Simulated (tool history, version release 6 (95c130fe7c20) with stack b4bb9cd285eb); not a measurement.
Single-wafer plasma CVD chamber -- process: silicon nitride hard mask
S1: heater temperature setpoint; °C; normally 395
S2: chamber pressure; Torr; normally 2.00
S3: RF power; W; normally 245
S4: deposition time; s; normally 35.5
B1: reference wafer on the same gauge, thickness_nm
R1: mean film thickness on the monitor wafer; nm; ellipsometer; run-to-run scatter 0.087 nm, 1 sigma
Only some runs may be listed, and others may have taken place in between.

run 1 hour=0.0 | S1=395 S2=2.00 S3=215 S4=35.5 | B1=35.203 | R1=35.615
run 2 hour=33.3 | S1=395 S2=2.00 S3=210 S4=35.5 | B1=35.198 | R1=35.148
run 3 hour=85.0 | S1=395 S2=2.00 S3=210 S4=35.5 | B1=35.194 | R1=35.120
run 4 hour=247.5 | S1=395 S2=2.00 S3=245 S4=35.5 | B1=35.191 | R1=38.711
run 5 hour=301.3 | S1=395 S2=2.38 S3=245 S4=35.5 | B1=35.200 | R1=40.252
run 6 hour=345.5 | S1=395 S2=2.38 S3=245 S4=35.5 | B1=35.198 | R1=40.354
run 7 hour=403.2 | S1=395 S2=2.24 S3=245 S4=37.5 | B1=35.204 | R1=42.132
-- hour=465.0 thermocouple changed; heater temperature recalibrated
run 8 hour=472.3 | S1=395 S2=2.00 S3=245 S4=35.5 | B1=35.194 | R1=38.878
run 9 hour=504.0 | S1=395 S2=2.00 S3=245 S4=35.5 | B1=35.197 | R1=38.848
run 10 hour=552.6 | S1=395 S2=2.00 S3=245 S4=35.5 | B1=35.184 | R1=38.921
run 11 hour=613.4 | S1=395 S2=1.63 S3=230 S4=33.7 | B1=35.197 | R1=33.928
run 12 hour=642.1 | S1=395 S2=1.86 S3=245 S4=35.5 | B1=35.208 | R1=38.192
run 13 hour=668.6 | S1=395 S2=1.73 S3=295 S4=35.5 | B1=35.202 | R1=42.179
-- hour=686.8 gauge calibrated
run 14 hour=735.0 | S1=395 S2=2.00 S3=245 S4=35.5 | B1=35.205 | R1=38.867
run 15 hour=784.1 | S1=395 S2=2.00 S3=245 S4=35.5 | B1=35.209 | R1=38.841
run 16 hour=826.3 | S1=391 S2=2.00 S3=245 S4=33.1 | B1=35.214 | R1=36.344
-- hour=854.4 showerhead replaced
run 17 hour=859.7 | S1=395 S2=2.00 S3=245 S4=35.5 | B1=35.181 | R1=38.880
run 18 hour=911.4 | S1=407 S2=2.00 S3=245 S4=35.5 | B1=35.203 | R1=38.604
-- hour=968.9 RF generator calibrated
run 19 hour=970.2 | S1=395 S2=2.33 S3=245 S4=35.5 | B1=35.201 | R1=40.153
run 20 hour=1020.8 | S1=395 S2=2.41 S3=245 S4=35.5 | B1=35.206 | R1=40.386
run 21 hour=1049.0 | S1=395 S2=2.00 S3=280 S4=38.8 | B1=35.200 | R1=46.258
run 22 hour=1079.7 | S1=390 S2=2.36 S3=245 S4=35.5 | B1=35.192 | R1=40.262
-- hour=1114.7 capacitance manometer re-zeroed and calibrated
run 23 hour=1228.7 | S1=395 S2=2.00 S3=245 S4=35.5 | B1=35.196 | R1=38.880
run 24 hour=1276.0 | S1=395 S2=2.31 S3=245 S4=35.5 | B1=35.208 | R1=40.093
run 25 hour=1344.0 | S1=395 S2=2.00 S3=270 S4=42.3 | B1=35.201 | R1=49.253
run 26 hour=1410.6 | S1=395 S2=1.84 S3=245 S4=35.5 | B1=35.199 | R1=38.089
run 27 hour=1446.6 | S1=395 S2=1.63 S3=230 S4=33.7 | B1=35.182 | R1=33.827
run 28 hour=1506.1 | S1=395 S2=2.00 S3=245 S4=35.5 | B1=35.193 | R1=38.921
run 29 hour=1555.5 | S1=381 S2=2.15 S3=195 S4=29.5 | B1=35.199 | R1=28.478

Here are 4 independent what-if runs from the current tool condition. What would each one return?
run A hour=1555.9 | S1=395 S2=2.00 S3=245 S4=35.5 | B1=? | R1=?
run B hour=1555.9 | S1=395 S2=2.37 S3=280 S4=35.5 | B1=? | R1=?
run C hour=1555.9 | S1=395 S2=2.49 S3=245 S4=35.5 | B1=? | R1=?
run D hour=1555.9 | S1=395 S2=2.00 S3=245 S4=42.0 | B1=? | R1=?

run=A B1=35.188 R1=38.931
run=B B1=35.188 R1=43.958
run=C B1=35.188 R1=40.812
run=D B1=35.188 R1=46.042
What these runs would have given with no unlogged condition in the tool:
run=A R1=38.931
run=B R1=43.958
run=C R1=40.812
run=D R1=46.042

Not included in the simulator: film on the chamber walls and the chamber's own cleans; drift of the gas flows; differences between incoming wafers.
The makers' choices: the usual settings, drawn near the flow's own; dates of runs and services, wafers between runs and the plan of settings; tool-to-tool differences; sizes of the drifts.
